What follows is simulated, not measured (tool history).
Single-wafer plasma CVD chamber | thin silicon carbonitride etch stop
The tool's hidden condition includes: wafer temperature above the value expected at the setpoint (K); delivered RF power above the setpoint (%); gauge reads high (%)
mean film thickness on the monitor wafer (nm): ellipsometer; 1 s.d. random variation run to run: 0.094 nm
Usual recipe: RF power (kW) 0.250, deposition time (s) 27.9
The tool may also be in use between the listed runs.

run    hour  RF power (kW)  deposition time (s)  wafers since the last listed run  hours since the last thermocouple change  hours since the last RF generator calibration  hours since the showerhead was replaced  hours since the gauge calibration  read-back reference wafer on the same gauge, thickness_nm  mean film thickness on the monitor wafer (nm)
  1     0.0          0.250                 27.9                                 0                                     654.0                                         1734.2                                   7491.0                              618.4                                                     14.781                                         17.710
  2    63.9          0.265                 25.3                              1898                                     717.9                                         1798.1                                   7554.9                              682.3                                                     14.815                                         16.482
  3   119.1          0.265                 25.3                              1640                                     773.1                                         1853.3                                   7610.1                              737.5                                                     14.831                                         16.333
  4   149.1          0.265                 25.3                               891                                     803.1                                         1883.3                                   7640.1                              767.5                                                     14.791                                         16.417
  5   188.9          0.250                 27.9                              1182                                     842.9                                         1923.1                                   7679.9                              807.3                                                     14.809                                         17.960
  6   248.0          0.250                 27.9                              1756                                     902.0                                         1982.2                                   7739.0                              866.4                                                     14.794                                         17.966
  7   315.3          0.250                 27.9                              1999                                     969.3                                         2049.5                                   7806.3                              933.7                                                     14.855                                         18.114
  8   371.8          0.250                 27.9                              1678                                    1025.8                                         2106.0                                   7862.8                              990.2                                                     14.832                                         18.005
  9   432.9          0.250                 27.9                              1815                                    1086.9                                         2167.1                                   7923.9                             1051.3                                                     14.830                                         17.963
 10   478.5          0.250                 27.9                              1354                                    1132.5                                         2212.7                                   7969.5                             1096.9                                                     14.841                                         17.761
      503.2  -- gauge calibrated
      542.1  -- showerhead replaced
 11   542.6          0.250                 27.9                              1666                                    1196.6                                         2276.8                                      0.5                               39.4                                                     14.493                                         17.334
      593.1  -- thermocouple changed; heater temperature recalibrated
 12   600.1          0.220                 27.9                              1470                                       7.0                                         2334.3                                     58.0                               96.9                                                     14.499                                         16.915
 13   634.2          0.250                 27.9                              1013                                      41.1                                         2368.4                                     92.1                              131.0                                                     14.544                                         17.669
 14   683.6          0.300                 33.3                              1467                                      90.5                                         2417.8                                    141.5                              180.4                                                     14.574                                         22.028
 15   748.5          0.205                 24.2                              1928                                     155.4                                         2482.7                                    206.4                              245.3                                                     14.646                                         14.681
      789.4  -- RF generator calibrated
 16   807.8          0.250                 27.9                              1524                                     214.7                                           18.4                                    265.7                              304.6                                                     14.692                                         17.623
 17   870.0          0.250                 27.9                              1848                                     276.9                                           80.6                                    327.9                              366.8                                                     14.723                                         17.766
 18   907.3          0.285                 25.9                              1108                                     314.2                                          117.9                                    365.2                              404.1                                                     14.764                                         17.270
 19   973.3          0.295                 31.8                              1961                                     380.2                                          183.9                                    431.2                              470.1                                                     14.766                                         21.168
 20  1011.0          0.250                 26.3                              1120                                     417.9                                          221.6                                    468.9                              507.8                                                     14.756                                         16.827
 21  1051.1          0.200                 30.2                              1191                                     458.0                                          261.7                                    509.0                              547.9                                                     14.788                                         18.461
 22  1119.3          0.275                 26.0                              2026                                     526.2                                          329.9                                    577.2                              616.1                                                     14.788                                         17.186
 23  1185.9          0.270                 32.2                              1978                                     592.8                                          396.5                                    643.8                              682.7                                                     14.804                                         21.265
 24  1210.2          0.220                 31.1                               722                                     617.1                                          420.8                                    668.1                              707.0                                                     14.829                                         19.423
 25  1241.7          0.270                 26.0                               935                                     648.6                                          452.3                                    699.6                              738.5                                                     14.816                                         16.924

Forecast each of these 3 alternatives for the next run:
  A  1242.1          0.270                 27.9                                11                                     649.0                                          452.7                                    700.0                              738.9                                                          ?                                              ?
  B  1242.1          0.205                 24.8                                11                                     649.0                                          452.7                                    700.0                              738.9                                                          ?                                              ?
  C  1242.1          0.220                 30.7                                11                                     649.0                                          452.7                                    700.0                              738.9                                                          ?                                              ?

run  read-back reference wafer on the same gauge, thickness_nm  mean film thickness on the monitor wafer (nm)
  A                                                     14.836                                         18.284
  B                                                     14.836                                         15.213
  C                                                     14.836                                         19.148
Take away the tool's hidden state, keep each run's random variation, and the runs would have read:
run  mean film thickness on the monitor wafer (nm)
  A                                         17.767
  B                                         14.783
  C                                         18.606
